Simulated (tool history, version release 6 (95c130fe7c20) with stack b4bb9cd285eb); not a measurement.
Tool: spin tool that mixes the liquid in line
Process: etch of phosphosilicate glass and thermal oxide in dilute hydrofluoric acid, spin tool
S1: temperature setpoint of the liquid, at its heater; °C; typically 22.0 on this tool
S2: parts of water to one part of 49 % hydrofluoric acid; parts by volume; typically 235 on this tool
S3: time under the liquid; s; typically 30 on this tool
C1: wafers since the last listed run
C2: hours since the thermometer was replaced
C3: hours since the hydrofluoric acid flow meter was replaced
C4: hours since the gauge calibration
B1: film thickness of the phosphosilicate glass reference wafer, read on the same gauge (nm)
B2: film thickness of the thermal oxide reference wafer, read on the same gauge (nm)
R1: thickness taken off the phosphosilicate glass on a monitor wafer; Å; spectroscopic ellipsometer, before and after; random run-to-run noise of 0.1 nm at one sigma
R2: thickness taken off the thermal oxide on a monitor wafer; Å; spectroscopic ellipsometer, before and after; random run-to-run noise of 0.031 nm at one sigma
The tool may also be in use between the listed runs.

run,hour,S1,S2,S3,C1,C2,C3,C4,B1,B2,R1,R2
1,0.0,22.0,235,30,0,2194.9,295.1,495.5,30.00,150.005,150.0,4.30
2,104.1,22.0,235,30,1243,2299.0,399.2,599.6,30.00,149.999,148.8,4.18
3,201.1,22.0,235,30,1158,2396.0,496.2,696.6,29.99,150.028,149.6,4.89
4,258.2,25.0,235,30,682,2453.1,553.3,753.7,29.99,149.978,164.9,4.84
5,307.0,25.0,235,30,582,2501.9,602.1,802.5,30.02,149.998,165.6,5.24
6,359.2,25.0,235,30,623,2554.1,654.3,854.7,30.01,149.993,164.9,4.66
7,452.0,25.5,235,30,1108,2646.9,747.1,947.5,30.01,150.007,168.0,5.04
8,504.2,25.5,235,30,623,2699.1,799.3,999.7,30.01,149.985,166.3,5.11
9,547.3,25.5,235,30,514,2742.2,842.4,1042.8,29.99,150.004,167.1,4.40
10,584.4,17.0,235,15,443,2779.3,879.5,1079.9,30.01,149.983,59.1,1.76
11,684.1,22.0,235,30,1191,2879.0,979.2,1179.6,30.00,149.997,145.4,4.25
12,821.0,22.0,185,15,1635,3015.9,1116.1,1316.5,30.01,150.002,97.0,2.69
# hour 851.1: gauge calibrated
13,860.6,22.0,185,35,473,3055.5,1155.7,9.5,29.99,150.002,223.6,6.31
14,907.2,22.0,315,15,556,3102.1,1202.3,56.1,29.97,149.982,50.2,1.44
# hour 928.9: hydrofluoric acid flow meter replaced
# hour 962.8: thermometer replaced
15,987.0,22.0,145,30,929,24.2,58.1,135.9,30.01,150.020,287.7,7.80
16,1026.7,23.5,335,40,474,63.9,97.8,175.6,30.00,150.007,144.3,3.94
17,1099.5,22.0,235,20,869,136.7,170.6,248.4,30.01,149.970,108.7,3.64
18,1206.8,22.0,235,30,1281,244.0,277.9,355.7,29.99,150.029,159.9,4.95
19,1255.5,25.0,235,30,581,292.7,326.6,404.4,29.99,149.958,179.4,5.03

For each run, what was the tool's unlogged condition?
hydrofluoric acid flow above the setpoint (%): 0, the same for each run
gauge reads high (%): 0, the same for each run
H1: liquid colder than its thermometer reads (K)
run,H1
1,2.33
2,2.41
3,2.49
4,2.54
5,2.58
6,2.63
7,2.71
8,2.75
9,2.79
10,2.82
11,2.9
12,3.02
13,3.05
14,3.09
15,0.0573
16,0.0907
17,0.152
18,0.242
19,0.283
